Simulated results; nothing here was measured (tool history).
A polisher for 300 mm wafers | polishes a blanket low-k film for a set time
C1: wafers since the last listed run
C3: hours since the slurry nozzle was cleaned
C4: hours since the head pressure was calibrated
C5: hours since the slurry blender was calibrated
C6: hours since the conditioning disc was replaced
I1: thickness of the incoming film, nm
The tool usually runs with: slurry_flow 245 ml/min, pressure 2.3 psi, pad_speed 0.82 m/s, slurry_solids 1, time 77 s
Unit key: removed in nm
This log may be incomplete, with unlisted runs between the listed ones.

{"run": 1, "hour": 0.0, "slurry_flow": 245, "pressure": 2.3, "pad_speed": 0.82, "slurry_solids": 1, "time": 77, "C1": 0, "wafers polished on this pad": 936, "C3": 200, "C4": 216.8, "C5": 175.9, "C6": 479.4, "I1": 568.5, "removed": 35.6}
{"hour": 11.7, "done": "conditioning disc replaced and pad reconditioned"}
{"run": 2, "hour": 69.4, "slurry_flow": 245, "pressure": 2.3, "pad_speed": 0.82, "slurry_solids": 1.15, "time": 77, "C1": 533, "wafers polished on this pad": 1469, "C3": 269.4, "C4": 286.2, "C5": 245.3, "C6": 57.7, "I1": 559, "removed": 37.7}
{"run": 3, "hour": 132.8, "slurry_flow": 245, "pressure": 2.3, "pad_speed": 0.82, "slurry_solids": 1.15, "time": 77, "C1": 501, "wafers polished on this pad": 1970, "C3": 332.8, "C4": 349.6, "C5": 308.7, "C6": 121.1, "I1": 568.4, "removed": 37.5}
{"run": 4, "hour": 173.1, "slurry_flow": 245, "pressure": 2.3, "pad_speed": 0.82, "slurry_solids": 1.15, "time": 77, "C1": 318, "wafers polished on this pad": 2289, "C3": 373.1, "C4": 389.9, "C5": 349, "C6": 161.4, "I1": 563.3, "removed": 37.3}
{"hour": 199.1, "done": "slurry blender recalibrated"}
{"run": 5, "hour": 204.3, "slurry_flow": 245, "pressure": 2.3, "pad_speed": 0.94, "slurry_solids": 1, "time": 77, "C1": 230, "wafers polished on this pad": 2520, "C3": 404.3, "C4": 421.1, "C5": 5.2, "C6": 192.6, "I1": 569.6, "removed": 39.5}
{"hour": 270.4, "done": "worn pad replaced by a new one"}
{"run": 6, "hour": 407.4, "slurry_flow": 245, "pressure": 2.3, "pad_speed": 0.94, "slurry_solids": 1, "time": 77, "C1": 1574, "wafers polished on this pad": 1083, "C3": 607.4, "C4": 624.2, "C5": 208.3, "C6": 395.7, "I1": 564.8, "removed": 40.1}
{"run": 7, "hour": 452.3, "slurry_flow": 245, "pressure": 2.3, "pad_speed": 0.94, "slurry_solids": 1, "time": 77, "C1": 355, "wafers polished on this pad": 1438, "C3": 652.3, "C4": 669.1, "C5": 253.2, "C6": 440.6, "I1": 559.6, "removed": 39.9}
{"hour": 459.5, "done": "head pressure recalibrated"}
{"hour": 509.5, "done": "slurry blender recalibrated"}
{"hour": 538.3, "done": "slurry nozzle cleaned"}
{"hour": 631.9, "done": "worn pad replaced by a new one"}
{"run": 8, "hour": 634.2, "slurry_flow": 245, "pressure": 2.3, "pad_speed": 0.82, "slurry_solids": 1, "time": 77, "C1": 1367, "wafers polished on this pad": 17, "C3": 95.9, "C4": 174.7, "C5": 124.7, "C6": 622.5, "I1": 573.2, "removed": 35.6}
{"hour": 653.9, "done": "conditioning disc replaced and pad reconditioned"}
{"run": 9, "hour": 680.5, "slurry_flow": 245, "pressure": 1.9, "pad_speed": 0.82, "slurry_solids": 1, "time": 71, "C1": 350, "wafers polished on this pad": 368, "C3": 142.2, "C4": 221, "C5": 171, "C6": 26.6, "I1": 567.8, "removed": 29}
{"run": 10, "hour": 741.6, "slurry_flow": 245, "pressure": 1.9, "pad_speed": 0.82, "slurry_solids": 1, "time": 71, "C1": 483, "wafers polished on this pad": 851, "C3": 203.3, "C4": 282.1, "C5": 232.1, "C6": 87.7, "I1": 572, "removed": 29.3}
{"run": 11, "hour": 768.8, "slurry_flow": 215, "pressure": 2, "pad_speed": 0.82, "slurry_solids": 1.25, "time": 95, "C1": 215, "wafers polished on this pad": 1066, "C3": 230.5, "C4": 309.3, "C5": 259.3, "C6": 114.9, "I1": 571.5, "removed": 41.7}
{"hour": 818.1, "done": "slurry blender recalibrated"}
{"run": 12, "hour": 818.7, "slurry_flow": 190, "pressure": 2.3, "pad_speed": 0.82, "slurry_solids": 0.8, "time": 96, "C1": 378, "wafers polished on this pad": 1445, "C3": 280.4, "C4": 359.2, "C5": 0.6, "C6": 164.8, "I1": 567.7, "removed": 40.4}
{"run": 13, "hour": 889.4, "slurry_flow": 245, "pressure": 2.3, "pad_speed": 0.82, "slurry_solids": 1, "time": 77, "C1": 559, "wafers polished on this pad": 2004, "C3": 351.1, "C4": 429.9, "C5": 71.3, "C6": 235.5, "I1": 571, "removed": 36.1}
{"run": 14, "hour": 915.1, "slurry_flow": 245, "pressure": 2.3, "pad_speed": 0.82, "slurry_solids": 1, "time": 77, "C1": 203, "wafers polished on this pad": 2207, "C3": 376.8, "C4": 455.6, "C5": 97, "C6": 261.2, "I1": 566.1, "removed": 35.8}
{"run": 15, "hour": 970.3, "slurry_flow": 245, "pressure": 1.7, "pad_speed": 0.82, "slurry_solids": 0.75, "time": 77, "C1": 436, "wafers polished on this pad": 2644, "C3": 432, "C4": 510.8, "C5": 152.2, "C6": 316.4, "I1": 564.5, "removed": 26.8}
{"hour": 975.7, "done": "worn pad replaced by a new one"}
{"run": 16, "hour": 1012.9, "slurry_flow": 175, "pressure": 2.3, "pad_speed": 0.7, "slurry_solids": 0.8, "time": 77, "C1": 305, "wafers polished on this pad": 294, "C3": 474.6, "C4": 553.4, "C5": 194.8, "C6": 359, "I1": 571.3, "removed": 28.4}
{"hour": 1074.9, "done": "head pressure recalibrated"}
{"run": 17, "hour": 1079.0, "slurry_flow": 245, "pressure": 2.6, "pad_speed": 0.82, "slurry_solids": 1, "time": 57, "C1": 506, "wafers polished on this pad": 801, "C3": 540.7, "C4": 4.1, "C5": 260.9, "C6": 425.1, "I1": 570.8, "removed": 29}
{"run": 18, "hour": 1130.0, "slurry_flow": 245, "pressure": 3, "pad_speed": 0.82, "slurry_solids": 1, "time": 77, "C1": 403, "wafers polished on this pad": 1204, "C3": 591.7, "C4": 55.1, "C5": 311.9, "C6": 476.1, "I1": 574.1, "removed": 43.8}
{"hour": 1160.4, "done": "slurry blender recalibrated"}
{"run": 19, "hour": 1165.3, "slurry_flow": 245, "pressure": 2.3, "pad_speed": 0.82, "slurry_solids": 0.85, "time": 77, "C1": 263, "wafers polished on this pad": 1468, "C3": 627, "C4": 90.4, "C5": 4.9, "C6": 511.4, "I1": 569.9, "removed": 34.1}
{"hour": 1201.8, "done": "conditioning disc replaced and pad reconditioned"}
{"run": 20, "hour": 1215.5, "slurry_flow": 305, "pressure": 3, "pad_speed": 0.7, "slurry_solids": 1, "time": 77, "C1": 381, "wafers polished on this pad": 1849, "C3": 677.2, "C4": 140.6, "C5": 55.1, "C6": 13.7, "I1": 574.7, "removed": 39.5}
{"run": 21, "hour": 1242.5, "slurry_flow": 245, "pressure": 2.3, "pad_speed": 0.82, "slurry_solids": 1, "time": 77, "C1": 213, "wafers polished on this pad": 2062, "C3": 704.2, "C4": 167.6, "C5": 82.1, "C6": 40.7, "I1": 571.7, "removed": 35.3}
{"hour": 1297.4, "done": "slurry nozzle cleaned"}
{"run": 22, "hour": 1297.9, "slurry_flow": 165, "pressure": 2.3, "pad_speed": 0.82, "slurry_solids": 1, "time": 77, "C1": 430, "wafers polished on this pad": 2493, "C3": 0.5, "C4": 223, "C5": 137.5, "C6": 96.1, "I1": 566.8, "removed": 34.1}
{"hour": 1339.5, "done": "worn pad replaced by a new one"}
{"run": 23, "hour": 1344.0, "slurry_flow": 245, "pressure": 2.6, "pad_speed": 0.62, "slurry_solids": 1.15, "time": 102, "C1": 332, "wafers polished on this pad": 35, "C3": 46.6, "C4": 269.1, "C5": 183.6, "C6": 142.2, "I1": 563.2, "removed": 43}
{"run": 24, "hour": 1369.9, "slurry_flow": 165, "pressure": 2.3, "pad_speed": 1.08, "slurry_solids": 0.75, "time": 103, "C1": 204, "wafers polished on this pad": 240, "C3": 72.5, "C4": 295, "C5": 209.5, "C6": 168.1, "I1": 569.8, "removed": 51.3}
{"run": 25, "hour": 1428.3, "slurry_flow": 245, "pressure": 1.7, "pad_speed": 0.82, "slurry_solids": 0.75, "time": 77, "C1": 461, "wafers polished on this pad": 702, "C3": 130.9, "C4": 353.4, "C5": 267.9, "C6": 226.5, "I1": 573.9, "removed": 26.9}

Branching from run 25: 4 alternative next runs. What would each branch give?
{"run": "A", "hour": 1428.7, "slurry_flow": 245, "pressure": 1.8, "pad_speed": 0.82, "slurry_solids": 1, "time": 77, "C1": 3, "wafers polished on this pad": 705, "C3": 131.3, "C4": 353.8, "C5": 268.3, "C6": 226.9, "I1": 571.3, "removed": "?"}
{"run": "B", "hour": 1428.7, "slurry_flow": 205, "pressure": 2.3, "pad_speed": 0.82, "slurry_solids": 1, "time": 87, "C1": 3, "wafers polished on this pad": 705, "C3": 131.3, "C4": 353.8, "C5": 268.3, "C6": 226.9, "I1": 571.3, "removed": "?"}
{"run": "C", "hour": 1428.7, "slurry_flow": 245, "pressure": 1.9, "pad_speed": 0.82, "slurry_solids": 1, "time": 58, "C1": 3, "wafers polished on this pad": 705, "C3": 131.3, "C4": 353.8, "C5": 268.3, "C6": 226.9, "I1": 571.3, "removed": "?"}
{"run": "D", "hour": 1428.7, "slurry_flow": 245, "pressure": 2.3, "pad_speed": 0.82, "slurry_solids": 0.75, "time": 98, "C1": 3, "wafers polished on this pad": 705, "C3": 131.3, "C4": 353.8, "C5": 268.3, "C6": 226.9, "I1": 571.3, "removed": "?"}

run=A removed=30.3
run=B removed=39.3
run=C removed=23.6
run=D removed=41.7
Take away the tool's hidden state, keep each run's random variation, and the runs would have read:
run=A removed=30.3
run=B removed=39.3
run=C removed=23.6
run=D removed=41.7
